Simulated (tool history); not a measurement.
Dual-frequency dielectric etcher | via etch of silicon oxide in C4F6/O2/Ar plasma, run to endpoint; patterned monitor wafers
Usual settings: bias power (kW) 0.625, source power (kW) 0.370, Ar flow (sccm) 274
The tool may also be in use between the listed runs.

run	hour	bias power (kW)	source power (kW)	Ar flow (sccm)	wafers since the last listed run	hours since the last wet clean	hours since the last bias power generator calibration	hours since the last source power generator calibration	hours since the last Ar flow controller change	hours since the last upper electrode change	incoming incoming film thickness, nm	endpoint time (s)
1	0.0	0.590	0.370	274	0	189.7	3844.4	3277.8	4579.5	3859.4	148.4	30.5
2	47.8	0.625	0.370	274	689	237.5	3892.2	3325.6	4627.3	3907.2	150.5	29.5
3	86.1	0.625	0.370	274	552	275.8	3930.5	3363.9	4665.6	3945.5	150.1	29.5
4	136.3	0.625	0.370	274	723	326.0	3980.7	3414.1	4715.8	3995.7	149.0	29.2
# hour 162.6: wet clean of the chamber
5	200.3	0.625	0.370	274	576	37.7	4044.7	3478.1	4779.8	4059.7	151.8	30.6
# hour 226.8: bias power generator calibrated
6	230.5	0.625	0.370	274	377	67.9	3.7	3508.3	4810.0	4089.9	148.4	29.6
7	260.3	0.625	0.370	274	429	97.7	33.5	3538.1	4839.8	4119.7	150.0	29.9
8	326.3	0.625	0.440	274	951	163.7	99.5	3604.1	4905.8	4185.7	150.3	27.6
# hour 401.4: upper electrode replaced
9	401.9	0.625	0.370	274	743	239.3	175.1	3679.7	4981.4	0.5	150.2	29.5
10	441.0	0.570	0.440	251	563	278.4	214.2	3718.8	5020.5	39.6	149.4	28.1
# hour 448.0: source power generator calibrated
# hour 506.3: wet clean of the chamber
11	506.8	0.625	0.370	274	544	0.5	280.0	58.8	5086.3	105.4	149.9	29.8
12	525.8	0.511	0.450	209	273	19.5	299.0	77.8	5105.3	124.4	150.2	30.0
# hour 540.8: Ar flow controller replaced
13	563.0	0.532	0.310	256	449	56.7	336.2	115.0	22.2	161.6	150.2	35.7
14	630.3	0.552	0.310	274	970	124.0	403.5	182.3	89.5	228.9	151.2	35.1
15	681.1	0.625	0.370	274	732	174.8	454.3	233.1	140.3	279.7	151.2	29.8
16	705.2	0.569	0.400	274	347	198.9	478.4	257.2	164.4	303.8	149.0	29.7

Forecast each of these 3 alternatives for the next run:
A	705.6	0.625	0.300	274	5	199.3	478.8	257.6	164.8	304.2	151.7	?
B	705.6	0.625	0.290	274	5	199.3	478.8	257.6	164.8	304.2	151.7	?
C	705.6	0.625	0.460	274	5	199.3	478.8	257.6	164.8	304.2	151.7	?

run	endpoint time (s)
A	33.0
B	33.6
C	26.7
Without the tool's hidden state the same runs would have given:
run	endpoint time (s)
A	33.7
B	34.3
C	27.3
